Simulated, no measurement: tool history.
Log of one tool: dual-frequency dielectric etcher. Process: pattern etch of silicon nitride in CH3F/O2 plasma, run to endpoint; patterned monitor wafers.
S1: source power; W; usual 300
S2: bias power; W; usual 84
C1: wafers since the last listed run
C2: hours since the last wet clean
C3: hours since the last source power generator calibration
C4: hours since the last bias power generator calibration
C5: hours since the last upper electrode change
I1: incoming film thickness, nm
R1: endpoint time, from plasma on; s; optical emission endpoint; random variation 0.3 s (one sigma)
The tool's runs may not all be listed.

| run | hour | S1 | S2 | C1 | C2 | C3 | C4 | C5 | I1 | R1 |
|---|---|---|---|---|---|---|---|---|---|---|
| 1 | 0 | 260 | 84 | 0 | 526.3 | 3938.3 | 1136.1 | 3948.4 | 64.3 | 77.2 |
| 2 | 9.7 | 260 | 84 | 74 | 536 | 3948 | 1145.8 | 3958.1 | 64 | 76.4 |
| 3 | 21.4 | 260 | 84 | 89 | 547.7 | 3959.7 | 1157.5 | 3969.8 | 63.5 | 76.5 |
| 4 | 37.7 | 270 | 74 | 124 | 564 | 3976 | 1173.8 | 3986.1 | 63.5 | 78.6 |
| 5 | 50 | 270 | 74 | 93 | 576.3 | 3988.3 | 1186.1 | 3998.4 | 64 | 79.1 |
|  | 78 | upper electrode replaced |
|  | 80.4 | wet clean of the chamber |
| 6 | 80.9 | 270 | 74 | 34 | 0.5 | 4019.2 | 1217 | 2.9 | 63.6 | 73.6 |
| 7 | 81.3 | 300 | 72 | 3 | 0.9 | 4019.6 | 1217.4 | 3.3 | 63.5 | 71.2 |
| 8 | 86.5 | 300 | 72 | 39 | 6.1 | 4024.8 | 1222.6 | 8.5 | 63.5 | 71.5 |
| 9 | 104.5 | 300 | 78 | 137 | 24.1 | 4042.8 | 1240.6 | 26.5 | 63.6 | 69.9 |
| 10 | 112.2 | 220 | 70 | 58 | 31.8 | 4050.5 | 1248.3 | 34.2 | 63.5 | 81.8 |
| 11 | 118.6 | 300 | 91 | 48 | 38.2 | 4056.9 | 1254.7 | 40.6 | 63.4 | 66.8 |
| 12 | 128.5 | 230 | 68 | 75 | 48.1 | 4066.8 | 1264.6 | 50.5 | 63.6 | 80.6 |
|  | 155 | source power generator calibrated |
|  | 173.2 | bias power generator calibrated |
| 13 | 181.1 | 300 | 78 | 340 | 100.7 | 26.1 | 7.9 | 103.1 | 63.9 | 71.3 |
| 14 | 192.6 | 330 | 96 | 87 | 112.2 | 37.6 | 19.4 | 114.6 | 63.8 | 64.2 |
| 15 | 207.3 | 330 | 105 | 112 | 126.9 | 52.3 | 34.1 | 129.3 | 63.8 | 62.6 |
| 16 | 217.8 | 300 | 84 | 80 | 137.4 | 62.8 | 44.6 | 139.8 | 63.5 | 69.3 |
| 17 | 226.6 | 300 | 76 | 67 | 146.2 | 71.6 | 53.4 | 148.6 | 63.4 | 71.4 |

Measured less the same run without the tool's hidden state. The same run-to-run variation is in both; the gauge's scatter may not be:
The hidden state here: etch rate over this chamber's usual, %; source power that arrives over what is set, %; bias power that arrives over what is set, %.
| run | R1 |
|---|---|
| 1 | +3.9 |
| 2 | +4 |
| 3 | +4.1 |
| 4 | +4.3 |
| 5 | +4.4 |
| 6 | -0.2 |
| 7 | -0.2 |
| 8 | -0.2 |
| 9 | +0 |
| 10 | +0 |
| 11 | +0.1 |
| 12 | +0.1 |
| 13 | +0.5 |
| 14 | +0.5 |
| 15 | +0.6 |
| 16 | +0.7 |
| 17 | +0.8 |

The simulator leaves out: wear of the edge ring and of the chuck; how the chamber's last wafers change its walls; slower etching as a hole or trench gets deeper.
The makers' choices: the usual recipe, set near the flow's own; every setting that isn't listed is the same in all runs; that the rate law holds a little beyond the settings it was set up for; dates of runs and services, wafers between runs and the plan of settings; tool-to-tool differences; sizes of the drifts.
